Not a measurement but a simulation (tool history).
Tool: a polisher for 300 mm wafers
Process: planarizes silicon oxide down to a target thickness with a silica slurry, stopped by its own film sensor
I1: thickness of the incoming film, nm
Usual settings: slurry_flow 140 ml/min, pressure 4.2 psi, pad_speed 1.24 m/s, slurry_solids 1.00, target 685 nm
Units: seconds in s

{"run": 1, "day": 0.0, "slurry_flow": 140, "pressure": 4.2, "pad_speed": 1.06, "slurry_solids": 1.1, "target": 685, "I1": 938.5, "seconds": 78.2}
{"run": 2, "day": 1.729, "slurry_flow": 140, "pressure": 4.2, "pad_speed": 1.24, "slurry_solids": 1.0, "target": 685, "I1": 943.3, "seconds": 79.8}
{"run": 3, "day": 4.246, "slurry_flow": 140, "pressure": 4.2, "pad_speed": 1.24, "slurry_solids": 1.15, "target": 744, "I1": 928.4, "seconds": 55.3}
{"run": 4, "day": 5.858, "slurry_flow": 140, "pressure": 3.1, "pad_speed": 1.24, "slurry_solids": 1.0, "target": 685, "I1": 945.3, "seconds": 117.6}
{"run": 5, "day": 8.112, "slurry_flow": 140, "pressure": 3.1, "pad_speed": 1.24, "slurry_solids": 1.0, "target": 685, "I1": 943.9, "seconds": 119.9}
{"run": 6, "day": 10.929, "slurry_flow": 140, "pressure": 3.1, "pad_speed": 1.24, "slurry_solids": 1.0, "target": 685, "I1": 970.2, "seconds": 107.3}
{"run": 7, "day": 12.942, "slurry_flow": 140, "pressure": 4.2, "pad_speed": 1.24, "slurry_solids": 1.0, "target": 685, "I1": 953.3, "seconds": 76.9}
{"run": 8, "day": 14.2, "slurry_flow": 140, "pressure": 4.2, "pad_speed": 1.24, "slurry_solids": 1.0, "target": 685, "I1": 957.0, "seconds": 81.7}
{"run": 9, "day": 16.058, "slurry_flow": 140, "pressure": 4.2, "pad_speed": 1.24, "slurry_solids": 1.0, "target": 685, "I1": 960.7, "seconds": 85.6}
{"run": 10, "day": 18.4, "slurry_flow": 140, "pressure": 4.2, "pad_speed": 1.24, "slurry_solids": 1.0, "target": 685, "I1": 953.5, "seconds": 88.6}
{"run": 11, "day": 20.9, "slurry_flow": 140, "pressure": 4.2, "pad_speed": 1.24, "slurry_solids": 1.0, "target": 685, "I1": 944.3, "seconds": 79.9}
{"run": 12, "day": 22.808, "slurry_flow": 140, "pressure": 4.2, "pad_speed": 1.04, "slurry_solids": 1.0, "target": 685, "I1": 940.9, "seconds": 84.1}
{"run": 13, "day": 25.658, "slurry_flow": 95, "pressure": 4.2, "pad_speed": 1.24, "slurry_solids": 1.0, "target": 685, "I1": 937.5, "seconds": 79.1}
{"run": 14, "day": 27.967, "slurry_flow": 140, "pressure": 5.1, "pad_speed": 1.56, "slurry_solids": 1.0, "target": 685, "I1": 945.5, "seconds": 58.2}
{"run": 15, "day": 30.838, "slurry_flow": 140, "pressure": 4.2, "pad_speed": 1.24, "slurry_solids": 1.0, "target": 685, "I1": 951.6, "seconds": 89.6}
{"run": 16, "day": 33.088, "slurry_flow": 140, "pressure": 4.2, "pad_speed": 1.36, "slurry_solids": 1.25, "target": 685, "I1": 959.3, "seconds": 71.4}
{"run": 17, "day": 35.992, "slurry_flow": 105, "pressure": 4.2, "pad_speed": 1.42, "slurry_solids": 0.7, "target": 656, "I1": 956.3, "seconds": 98.3}
{"run": 18, "day": 37.421, "slurry_flow": 140, "pressure": 3.2, "pad_speed": 1.24, "slurry_solids": 1.0, "target": 685, "I1": 952.8, "seconds": 104.7}
{"run": 19, "day": 39.779, "slurry_flow": 170, "pressure": 4.2, "pad_speed": 1.24, "slurry_solids": 0.8, "target": 685, "I1": 970.0, "seconds": 97.1}
{"run": 20, "day": 42.183, "slurry_flow": 125, "pressure": 3.2, "pad_speed": 1.46, "slurry_solids": 0.85, "target": 685, "I1": 955.2, "seconds": 113.1}
{"run": 21, "day": 43.817, "slurry_flow": 140, "pressure": 4.2, "pad_speed": 1.24, "slurry_solids": 1.0, "target": 728, "I1": 950.1, "seconds": 76.1}
{"run": 22, "day": 45.883, "slurry_flow": 140, "pressure": 4.8, "pad_speed": 1.24, "slurry_solids": 1.0, "target": 636, "I1": 934.3, "seconds": 88.7}
{"run": 23, "day": 48.404, "slurry_flow": 140, "pressure": 4.2, "pad_speed": 1.06, "slurry_solids": 1.0, "target": 685, "I1": 960.1, "seconds": 91.8}
{"run": 24, "day": 50.979, "slurry_flow": 140, "pressure": 5.1, "pad_speed": 1.56, "slurry_solids": 1.0, "target": 685, "I1": 949.4, "seconds": 58.0}

Taken out of this log: 15 entries between the listed runs. Where each belongs, and how the hidden state differs across it:
Between runs 5 and 6: worn pad replaced by a new one (day 9.238); conditioning disc replaced and pad reconditioned (day 9.675); slurry blender recalibrated (day 10.225)
  removal rate lost through wear of the pad, %: 14.8 -> 5.75; time polished since the conditioner stopped cutting, s: 213 -> 2.93
  measured less the result without the state, seconds: +30.8 -> +6.4 s
Between runs 6 and 7: slurry nozzle cleaned (day 11.950)
  removal rate lost through wear of the pad, %: 5.75 -> 9.58; time polished since the conditioner stopped cutting, s: 2.93 -> 17.1
  measured less the result without the state, seconds: +6.4 -> +8.5 s
Between runs 10 and 11: worn pad replaced by a new one (day 20.475)
  removal rate lost through wear of the pad, %: 13.9 -> 2.01; time polished since the conditioner stopped cutting, s: 119 -> 197
  measured less the result without the state, seconds: +20.0 -> +13.4 s
Between runs 11 and 12: slurry blender recalibrated (day 21.392); conditioning disc replaced and pad reconditioned (day 22.475)
  removal rate lost through wear of the pad, %: 2.01 -> 7.09; time polished since the conditioner stopped cutting, s: 197 -> 11.6
  measured less the result without the state, seconds: +13.4 -> +6.7 s
Between runs 15 and 16: worn pad replaced by a new one (day 31.971); head pressure recalibrated (day 32.383); slurry blender recalibrated (day 32.833)
  removal rate lost through wear of the pad, %: 14.2 -> 3.92; time polished since the conditioner stopped cutting, s: 121 -> 187
  measured less the result without the state, seconds: +20.5 -> +13.4 s
Between runs 16 and 17: slurry nozzle cleaned (day 33.879); conditioning disc replaced and pad reconditioned (day 34.046)
  removal rate lost through wear of the pad, %: 3.92 -> 9.71; time polished since the conditioner stopped cutting, s: 187 -> 20.3
  measured less the result without the state, seconds: +13.4 -> +11.5 s
Between runs 21 and 22: worn pad replaced by a new one (day 44.167)
  removal rate lost through wear of the pad, %: 14.3 -> 6.32; time polished since the conditioner stopped cutting, s: 164 -> 233
  measured less the result without the state, seconds: +19.4 -> +21.2 s
Between runs 22 and 23: slurry blender recalibrated (day 46.167); conditioning disc replaced and pad reconditioned (day 46.333)
  removal rate lost through wear of the pad, %: 6.32 -> 10.8; time polished since the conditioner stopped cutting, s: 233 -> 8.37
  measured less the result without the state, seconds: +21.2 -> +10.5 s

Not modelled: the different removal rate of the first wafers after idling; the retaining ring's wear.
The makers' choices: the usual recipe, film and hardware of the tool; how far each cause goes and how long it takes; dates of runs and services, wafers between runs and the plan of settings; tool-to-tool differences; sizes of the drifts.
